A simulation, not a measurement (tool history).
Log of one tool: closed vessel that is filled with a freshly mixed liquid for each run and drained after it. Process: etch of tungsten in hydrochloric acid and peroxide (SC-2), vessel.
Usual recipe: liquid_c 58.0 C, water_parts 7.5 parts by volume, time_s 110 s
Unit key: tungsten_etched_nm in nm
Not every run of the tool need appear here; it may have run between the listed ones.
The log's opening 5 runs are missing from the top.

run	day	liquid_c	water_parts	time_s	wafers since the last listed run	hours since the thermometer was replaced	hours since the chemicals flow meter was replaced	hours since the drum of peroxide was connected	hours since the gauge calibration	read-back film thickness of the tungsten reference wafer, read on the same gauge (nm)	tungsten_etched_nm
6	13.092	63.5	7.5	110	12869	2272.0	1246.9	236.7	184.9	139.99	73.64
7	16.125	63.5	7.5	110	10387	2344.8	1319.7	309.5	257.7	140.02	73.43
8	20.375	63.5	7.5	110	14553	2446.8	1421.7	411.5	359.7	140.02	72.82
9	24.004	53.0	7.5	110	12427	2533.9	1508.8	498.6	446.8	139.98	37.67
10	27.400	53.0	7.5	110	11628	2615.4	1590.3	580.1	528.3	140.03	38.49
11	29.688	65.5	7.5	110	7833	2670.3	1645.2	635.0	583.2	139.99	82.98
# day 33.525: thermometer replaced
12	33.546	65.5	7.5	110	13069	0.5	1737.8	727.6	675.8	140.00	82.65
13	35.600	63.0	7.5	125	7034	49.8	1787.1	776.9	725.1	140.00	80.14
# day 37.208: new drum of peroxide connected
14	37.733	63.0	7.5	125	7162	101.0	1838.3	12.6	776.3	140.02	80.25
15	41.475	63.5	10.5	70	12812	190.8	1928.1	102.4	866.1	139.99	35.26
16	48.175	51.0	10.5	130	22942	351.6	2088.9	263.2	1026.9	139.99	29.97
# day 49.412: chemicals flow meter replaced
17	51.688	61.5	7.5	155	11885	435.9	54.6	347.5	1111.2	140.00	90.29
18	55.221	58.0	7.5	110	12099	520.7	139.4	432.3	1196.0	139.98	52.33
19	58.088	58.0	7.5	110	9816	589.5	208.2	501.1	1264.8	140.00	52.22
20	59.696	54.5	5.5	110	5507	628.1	246.8	539.7	1303.4	139.97	53.10
21	63.800	58.0	6.0	110	14053	726.6	345.3	638.2	1401.9	140.01	61.87
22	66.358	48.5	7.5	80	8760	788.0	406.7	699.6	1463.3	139.96	20.24
# day 66.962: gauge calibrated
23	68.612	58.0	7.5	110	7718	842.1	460.8	753.7	39.6	140.00	52.29
24	71.892	58.0	10.0	110	11228	920.8	539.5	832.4	118.3	139.94	41.62
25	75.696	63.0	7.5	125	13026	1012.1	630.8	923.7	209.6	140.00	82.24
# day 76.154: new drum of peroxide connected
26	79.883	51.0	7.5	110	14196	1112.6	731.3	89.5	310.1	140.05	32.91
27	84.317	50.0	6.5	145	15181	1219.0	837.7	195.9	416.5	140.05	45.71
28	86.675	61.5	7.5	155	8075	1275.6	894.3	252.5	473.1	139.99	91.49
29	90.292	58.0	7.5	130	12384	1362.4	981.1	339.3	559.9	140.02	61.04
30	94.038	63.5	4.5	55	12826	1452.3	1071.0	429.2	649.8	139.99	53.38

What if the next run were any one of these 4? Each begins from the tool's condition after run 30:
A	94.067	58.0	6.5	110	99	1453.0	1071.7	429.9	650.5	?	?
B	94.067	62.5	7.5	80	99	1453.0	1071.7	429.9	650.5	?	?
C	94.067	55.0	5.0	110	99	1453.0	1071.7	429.9	650.5	?	?
D	94.067	51.5	7.5	110	99	1453.0	1071.7	429.9	650.5	?	?

run	read-back film thickness of the tungsten reference wafer, read on the same gauge (nm)	tungsten_etched_nm
A	139.95	57.87
B	139.95	49.92
C	139.95	57.98
D	139.95	33.99
Take away the tool's hidden state, keep each run's random variation, and the runs would have read:
run	tungsten_etched_nm
A	57.87
B	49.92
C	57.98
D	33.99

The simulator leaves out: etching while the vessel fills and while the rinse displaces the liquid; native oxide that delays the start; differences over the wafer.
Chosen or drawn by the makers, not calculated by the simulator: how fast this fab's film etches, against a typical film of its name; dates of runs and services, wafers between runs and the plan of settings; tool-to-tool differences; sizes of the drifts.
